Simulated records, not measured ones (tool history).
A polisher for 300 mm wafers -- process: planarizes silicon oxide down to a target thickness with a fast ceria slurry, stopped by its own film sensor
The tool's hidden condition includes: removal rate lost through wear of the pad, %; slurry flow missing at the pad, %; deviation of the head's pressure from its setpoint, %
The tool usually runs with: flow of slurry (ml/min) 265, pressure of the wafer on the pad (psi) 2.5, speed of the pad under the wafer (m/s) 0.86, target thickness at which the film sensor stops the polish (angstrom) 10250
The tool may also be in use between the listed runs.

run	hour	flow of slurry (ml/min)	pressure of the wafer on the pad (psi)	speed of the pad under the wafer (m/s)	target thickness at which the film sensor stops the polish (angstrom)	wafers since the last listed run	wafers polished on this pad	hours since the slurry nozzle was cleaned	hours since the head pressure was calibrated	incoming thickness of the incoming film, nm	time until the film sensor stopped the polish (s)
1	0	265	2.5	0.98	10250	0	6415	575.7	347.3	1745.3	63.3
2	36.6	265	2.5	0.98	10250	496	6912	612.3	383.9	1757.8	66.6
3	79.8	265	2.5	0.98	10250	586	7498	655.5	427.1	1784	68.6
# hour 161.6: worn pad replaced by a new one
4	186.7	300	2.5	0.86	10250	1396	340	762.4	534	1775.6	77.4
# hour 208.7: slurry nozzle cleaned
5	252.8	300	2.5	0.86	10250	883	1224	44.1	600.1	1774.2	72.4
6	336.1	300	2.5	0.86	10250	1130	2355	127.4	683.4	1781.3	73.7
7	408.8	265	1.8	0.86	10250	986	3342	200.1	756.1	1762.2	102.4
# hour 449.6: head pressure recalibrated
8	450.1	305	2.5	0.86	10250	533	3875	241.4	0.5	1753.3	71.8
9	555.3	240	2.5	0.86	10250	1428	5303	346.6	105.7	1754.1	72.5
10	596.8	240	2.5	0.86	10250	563	5867	388.1	147.2	1790.9	77.6
11	702.6	240	2.5	0.86	10250	1436	7303	493.9	253	1776.3	77.3
# hour 728.3: worn pad replaced by a new one
12	807.6	265	2.5	0.86	10250	1371	1076	598.9	358	1767.1	75.3
13	910.2	265	2.5	0.86	10250	1392	2468	701.5	460.6	1760.6	73.7
14	965.8	265	2.5	0.86	10250	754	3223	757.1	516.2	1732.8	73.2
15	1016.1	265	2.5	0.86	10250	682	3906	807.4	566.5	1763.9	78.2
# hour 1055.2: slurry nozzle cleaned
16	1063.4	265	2.5	0.86	10250	628	4535	8.2	613.8	1758.1	71.4
# hour 1108.8: head pressure recalibrated
17	1111.4	265	2.5	0.86	10250	624	5159	56.2	2.6	1757.7	72.7
18	1216.4	265	2.5	0.86	10250	1425	6585	161.2	107.6	1757.1	73.8
# hour 1369.2: worn pad replaced by a new one
19	1382.6	175	1.9	1.14	10250	2201	181	327.4	273.8	1790.9	80.3
20	1487.3	300	2.5	0.86	10250	1421	1603	432.1	378.5	1793.8	76.8
21	1558.8	180	2.5	1.14	10250	970	2573	503.6	450	1765.7	60.5
22	1598.7	265	2.5	0.86	11790	541	3115	543.5	489.9	1774.4	59.8
23	1665.6	265	1.9	0.78	10250	908	4023	610.4	556.8	1746.1	108
# hour 1749: slurry nozzle cleaned
24	1749.5	265	2	0.86	10990	1125	5149	0.5	640.7	1740.8	78.7
25	1842.5	265	2.5	0.86	8190	1262	6411	93.5	733.7	1760.7	93.3
# hour 1862.2: head pressure recalibrated
26	1944.8	265	2.5	0.86	7820	1361	7773	195.8	82.6	1765.2	99
# hour 1956.7: worn pad replaced by a new one
27	2004	265	2.5	0.66	9590	749	641	255	141.8	1766.4	102.3
28	2099.9	265	1.7	1.04	11360	1301	1943	350.9	237.7	1775.4	76.3
29	2249.7	195	2.1	1.04	11650	2033	3977	500.7	387.5	1762.6	62.7
30	2356.9	265	2.5	0.86	10250	1455	5432	607.9	494.7	1757.5	75
31	2407.5	265	2.5	0.98	10250	686	6119	658.5	545.3	1758.8	67.6
32	2472	220	1.8	1.02	7860	875	6995	723	609.8	1733.9	120.2
# hour 2514.8: head pressure recalibrated
33	2578	185	2.5	0.86	10250	1411	8406	829	63.2	1772.9	91.9
# hour 2602.5: slurry nozzle cleaned
# hour 2631: worn pad replaced by a new one
34	2648.3	220	3	0.96	12800	886	235	45.8	133.5	1764.3	36.6
35	2734.1	295	2.9	0.86	8400	1164	1400	131.6	219.3	1736.9	77.5
36	2831.8	265	2.5	0.86	10250	1326	2726	229.3	317	1768.7	72.7
37	2937.4	340	3.3	0.86	10250	1433	4160	334.9	422.6	1783.1	55.9

Take each entry between the runs: how does the hidden state at the last listed run before it differ from the hidden state at the first listed run after it?
Between runs 3 and 4: worn pad replaced by a new one (hour 161.6)
  slurry flow missing at the pad, %: 28.9 -> 38.8
  the result without the hidden state subtracted from the measured one, time until the film sensor stopped the polish (s): +3 -> +4.6
Between runs 4 and 5: slurry nozzle cleaned (hour 208.7)
  slurry flow missing at the pad, %: 38.8 -> 0.72
  the result without the hidden state subtracted from the measured one, time until the film sensor stopped the polish (s): +4.6 -> +0.1
Between runs 7 and 8: head pressure recalibrated (hour 449.6)
  slurry flow missing at the pad, %: 3.22 -> 4.41
  the result without the hidden state subtracted from the measured one, time until the film sensor stopped the polish (s): +0.3 -> +0.3
Between runs 11 and 12: worn pad replaced by a new one (hour 728.3)
  slurry flow missing at the pad, %: 16.6 -> 24.1
  the result without the hidden state subtracted from the measured one, time until the film sensor stopped the polish (s): +1.9 -> +2.6
Between runs 15 and 16: slurry nozzle cleaned (hour 1055.2)
  slurry flow missing at the pad, %: 43.3 -> 5.94
  the result without the hidden state subtracted from the measured one, time until the film sensor stopped the polish (s): +6.3 -> +0.5
Between runs 16 and 17: head pressure recalibrated (hour 1108.8)
  slurry flow missing at the pad, %: 5.94 -> 6.15
  the result without the hidden state subtracted from the measured one, time until the film sensor stopped the polish (s): +0.5 -> +0.5
Between runs 18 and 19: worn pad replaced by a new one (hour 1369.2)
  slurry flow missing at the pad, %: 7.64 -> 13
  the result without the hidden state subtracted from the measured one, time until the film sensor stopped the polish (s): +0.7 -> +1.9
Between runs 23 and 24: slurry nozzle cleaned (hour 1749)
  slurry flow missing at the pad, %: 30.3 -> 4.59
  the result without the hidden state subtracted from the measured one, time until the film sensor stopped the polish (s): +5 -> +0.4
Between runs 25 and 26: head pressure recalibrated (hour 1862.2)
  slurry flow missing at the pad, %: 5.16 -> 7.1
  the result without the hidden state subtracted from the measured one, time until the film sensor stopped the polish (s): +0.5 -> +0.8
Between runs 26 and 27: worn pad replaced by a new one (hour 1956.7)
  slurry flow missing at the pad, %: 7.1 -> 8.85
  the result without the hidden state subtracted from the measured one, time until the film sensor stopped the polish (s): +0.8 -> +1.1
Between runs 32 and 33: head pressure recalibrated (hour 2514.8)
  slurry flow missing at the pad, %: 38.8 -> 49.6
  the result without the hidden state subtracted from the measured one, time until the film sensor stopped the polish (s): +9.7 -> +13.4
Between runs 33 and 34: slurry nozzle cleaned (hour 2602.5); worn pad replaced by a new one (hour 2631)
  slurry flow missing at the pad, %: 49.6 -> 2.23
  the result without the hidden state subtracted from the measured one, time until the film sensor stopped the polish (s): +13.4 -> +0.1
